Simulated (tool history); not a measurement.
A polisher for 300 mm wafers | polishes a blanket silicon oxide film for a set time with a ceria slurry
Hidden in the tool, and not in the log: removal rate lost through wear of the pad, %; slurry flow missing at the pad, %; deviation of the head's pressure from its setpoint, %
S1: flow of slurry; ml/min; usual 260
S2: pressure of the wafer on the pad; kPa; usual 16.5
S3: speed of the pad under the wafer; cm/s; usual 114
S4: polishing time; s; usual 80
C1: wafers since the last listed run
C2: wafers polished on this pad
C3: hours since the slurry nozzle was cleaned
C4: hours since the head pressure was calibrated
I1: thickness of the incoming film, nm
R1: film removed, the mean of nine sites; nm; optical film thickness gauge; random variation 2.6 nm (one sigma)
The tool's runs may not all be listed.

run 1 hour=0 | S1=260 S2=16.5 S3=140 S4=80 | C1=0 C2=134 C3=382.4 C4=252.5 | I1=1713.8 | R1=342.4
run 2 hour=17.9 | S1=260 S2=16.5 S3=140 S4=80 | C1=189 C2=323 C3=400.3 C4=270.4 | I1=1702 | R1=336.2
run 3 hour=29.7 | S1=260 S2=16.5 S3=114 S4=80 | C1=124 C2=448 C3=412.1 C4=282.2 | I1=1719 | R1=291.7
run 4 hour=38.6 | S1=260 S2=16.5 S3=114 S4=80 | C1=94 C2=542 C3=421 C4=291.1 | I1=1706.1 | R1=287.1
-- hour=44.1 worn pad replaced by a new one
run 5 hour=49 | S1=260 S2=16.5 S3=114 S4=88 | C1=67 C2=51 C3=431.4 C4=301.5 | I1=1709.1 | R1=316.2
run 6 hour=63.8 | S1=260 S2=16.5 S3=114 S4=88 | C1=156 C2=208 C3=446.2 C4=316.3 | I1=1708.6 | R1=319.3
run 7 hour=81.7 | S1=260 S2=16.5 S3=114 S4=80 | C1=189 C2=397 C3=464.1 C4=334.2 | I1=1727.6 | R1=292.3
run 8 hour=91 | S1=320 S2=16.5 S3=136 S4=80 | C1=98 C2=496 C3=473.4 C4=343.5 | I1=1732.9 | R1=344.8
-- hour=99.7 worn pad replaced by a new one
run 9 hour=100.2 | S1=320 S2=16.5 S3=136 S4=80 | C1=55 C2=5 C3=482.6 C4=352.7 | I1=1688.5 | R1=343.9
run 10 hour=105 | S1=320 S2=16.5 S3=136 S4=80 | C1=50 C2=56 C3=487.4 C4=357.5 | I1=1699.1 | R1=340.4
run 11 hour=112.8 | S1=260 S2=16.5 S3=96 S4=80 | C1=82 C2=138 C3=495.2 C4=365.3 | I1=1714.5 | R1=258.1
run 12 hour=123.9 | S1=260 S2=16.5 S3=114 S4=56 | C1=117 C2=256 C3=506.3 C4=376.4 | I1=1732 | R1=201.5
run 13 hour=130.6 | S1=260 S2=16.5 S3=82 S4=80 | C1=70 C2=327 C3=513 C4=383.1 | I1=1721.9 | R1=228.4
-- hour=146.6 worn pad replaced by a new one
run 14 hour=147.1 | S1=260 S2=16.5 S3=114 S4=80 | C1=132 C2=5 C3=529.5 C4=399.6 | I1=1686.2 | R1=288
-- hour=148.8 slurry nozzle cleaned
run 15 hour=152 | S1=340 S2=16.5 S3=92 S4=62 | C1=41 C2=47 C3=3.2 C4=404.5 | I1=1698.7 | R1=209.7
-- hour=157 head pressure recalibrated
run 16 hour=161.5 | S1=260 S2=16.5 S3=114 S4=80 | C1=79 C2=126 C3=12.7 C4=4.5 | I1=1714.3 | R1=306.9
run 17 hour=174.4 | S1=285 S2=19.3 S3=134 S4=60 | C1=136 C2=263 C3=25.6 C4=17.4 | I1=1688.8 | R1=303.3
run 18 hour=185.8 | S1=260 S2=16.5 S3=114 S4=105 | C1=120 C2=383 C3=37 C4=28.8 | I1=1677.8 | R1=400.3
run 19 hour=195.2 | S1=305 S2=16.5 S3=114 S4=80 | C1=99 C2=483 C3=46.4 C4=38.2 | I1=1701.3 | R1=311.3
-- hour=204.4 worn pad replaced by a new one
run 20 hour=207.5 | S1=305 S2=17.9 S3=82 S4=80 | C1=87 C2=33 C3=58.7 C4=50.5 | I1=1711.1 | R1=263.1
run 21 hour=218.1 | S1=260 S2=16.5 S3=114 S4=80 | C1=112 C2=145 C3=69.3 C4=61.1 | I1=1684.4 | R1=302.8

Forecast each of these 4 alternatives for the next run:
run A hour=218.5 | S1=260 S2=16.5 S3=148 S4=80 | C1=4 C2=149 C3=69.7 C4=61.5 | I1=1735.3 | R1=?
run B hour=218.5 | S1=260 S2=14.5 S3=132 S4=80 | C1=4 C2=149 C3=69.7 C4=61.5 | I1=1735.3 | R1=?
run C hour=218.5 | S1=260 S2=14.5 S3=78 S4=80 | C1=4 C2=149 C3=69.7 C4=61.5 | I1=1735.3 | R1=?
run D hour=218.5 | S1=260 S2=16.5 S3=86 S4=80 | C1=4 C2=149 C3=69.7 C4=61.5 | I1=1735.3 | R1=?

run=A R1=369.5
run=B R1=301.3
run=C R1=206.4
run=D R1=247.2
Without the tool's hidden state the same runs would have given:
run=A R1=376.6
run=B R1=307.1
run=C R1=210.3
run=D R1=252
